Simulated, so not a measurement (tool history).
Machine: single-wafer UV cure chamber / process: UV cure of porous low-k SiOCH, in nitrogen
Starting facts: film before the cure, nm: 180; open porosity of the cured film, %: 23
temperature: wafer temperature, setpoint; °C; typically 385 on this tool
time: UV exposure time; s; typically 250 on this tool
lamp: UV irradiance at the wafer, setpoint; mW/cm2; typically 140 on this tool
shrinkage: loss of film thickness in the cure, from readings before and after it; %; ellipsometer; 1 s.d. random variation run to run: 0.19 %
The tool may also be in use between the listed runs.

run,hour,temperature,time,lamp,wafers since the last listed run,hours since the UV bulbs were replaced,wafers since the quartz window was cleaned,shrinkage
1,0,385,250,140,0,804.8,363,15.146
2,26.4,385,250,140,198,831.2,562,15.151
3,39.7,385,250,140,99,844.5,661,15.014
4,70,385,250,140,227,874.8,889,14.908
5,91.4,385,250,140,160,896.2,1050,15.064
6,109.3,385,250,140,134,914.1,1185,15.049
7,144.1,394,250,157,261,948.9,1446,16.008
8,161.3,394,250,157,129,966.1,1575,15.873
9,187.8,381,250,140,199,992.6,1775,14.852
10,202.7,381,250,140,111,1007.5,1887,14.907
11,230.4,381,250,140,208,1035.2,2095,14.857
12,262.4,385,250,152,240,1067.2,2335,15.485
13,286,385,215,140,177,1090.8,2513,14.229
14,310.5,385,215,140,184,1115.3,2697,14.019
15,334.6,375,250,140,181,1139.4,2878,14.314
16,361.7,385,300,140,203,1166.5,3082,15.635
17,384,385,250,131,167,1188.8,3249,14.586
18,410.9,371,250,140,202,1215.7,3451,14.404
19,443,371,250,140,241,1247.8,3693,14.843
# hour 454.4: quartz window cleaned
# hour 465.6: UV bulbs replaced
20,474.8,371,250,140,118,9.2,93,12.754
21,487.3,385,250,140,93,21.7,187,13.3
22,500,385,250,140,95,34.4,282,13.235
23,525.8,385,165,166,193,60.2,476,11.845
24,544.5,403,250,140,140,78.9,617,13.276
25,564.5,381,250,140,150,98.9,767,13.211
26,577.9,385,385,140,100,112.3,868,15.386
27,598.2,385,250,140,152,132.6,1020,13.079
28,627.5,385,250,126,220,161.9,1240,12.443
29,658.6,393,155,127,233,193,1474,10.146
30,676.9,385,250,140,137,211.3,1612,12.719
# hour 697.2: UV bulbs replaced, repeated, since the last time left the tool worse
31,697.8,385,300,176,96,0.6,1709,18.599
32,731.7,385,250,140,254,34.5,1963,15.998
33,758.5,385,250,167,201,61.3,2165,16.792
34,786.1,378,365,140,207,88.9,2372,17.551
35,815.2,385,390,140,218,118,2591,17.948
36,915.8,385,385,140,756,218.6,3347,18.406
37,957.8,374,395,165,315,260.6,3663,18.564
38,977.1,385,395,154,145,279.9,3808,18.636
39,999.5,385,250,140,168,302.3,3976,15.598
# hour 1030.9: quartz window cleaned
40,1032.5,380,250,115,187,335.3,12,14.123
41,1056.4,402,365,124,179,359.2,191,16.833
42,1079.3,385,325,140,172,382.1,364,16.699
43,1105.9,393,395,140,199,408.7,563,18.107
44,1138.7,385,170,140,246,441.5,810,13.629

5 options for the next run, each taken on its own from the tool as it stands now. Forecast them:
A,1139.2,385,250,109,3,442,814,?
B,1139.2,373,355,104,3,442,814,?
C,1139.2,385,300,166,3,442,814,?
D,1139.2,372,250,173,3,442,814,?
E,1139.2,397,250,126,3,442,814,?

run,shrinkage
A,14.326
B,15.68
C,17.57
D,16.512
E,15.346
The same runs, with their run-to-run variation unchanged, on a tool lacking any hidden condition would have given:
run,shrinkage
A,14.891
B,16.256
C,18.154
D,17.093
E,15.92
